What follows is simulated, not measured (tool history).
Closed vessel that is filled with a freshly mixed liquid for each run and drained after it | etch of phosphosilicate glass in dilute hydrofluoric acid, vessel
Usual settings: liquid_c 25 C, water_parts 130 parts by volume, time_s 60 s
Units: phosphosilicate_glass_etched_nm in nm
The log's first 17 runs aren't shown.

run	hour	liquid_c	water_parts	time_s	read-back film thickness of the phosphosilicate glass reference wafer, read on the same gauge (nm)	phosphosilicate_glass_etched_nm
18	741.6	25	170	60	140.12	22.51
19	797.9	22	70	75	140.21	68.91
20	849.6	22	185	60	140.27	17.9
21	891.9	22	195	80	140.34	22.85
22	980.2	25	110	60	140.52	37.13
23	1046.6	25	130	60	140.68	30.71
24	1083.5	27	105	45	140.73	31.98
25	1143.5	23	70	40	140.9	37.86

Forecast run 26:
26	1197.6	25	130	90	?	?

{"run 26": {"read-back film thickness of the phosphosilicate glass reference wafer, read on the same gauge (nm)": 141.05, "phosphosilicate_glass_etched_nm": 46.23}}
Without the tool's hidden state the same run would have given phosphosilicate_glass_etched_nm 45.89 nm.
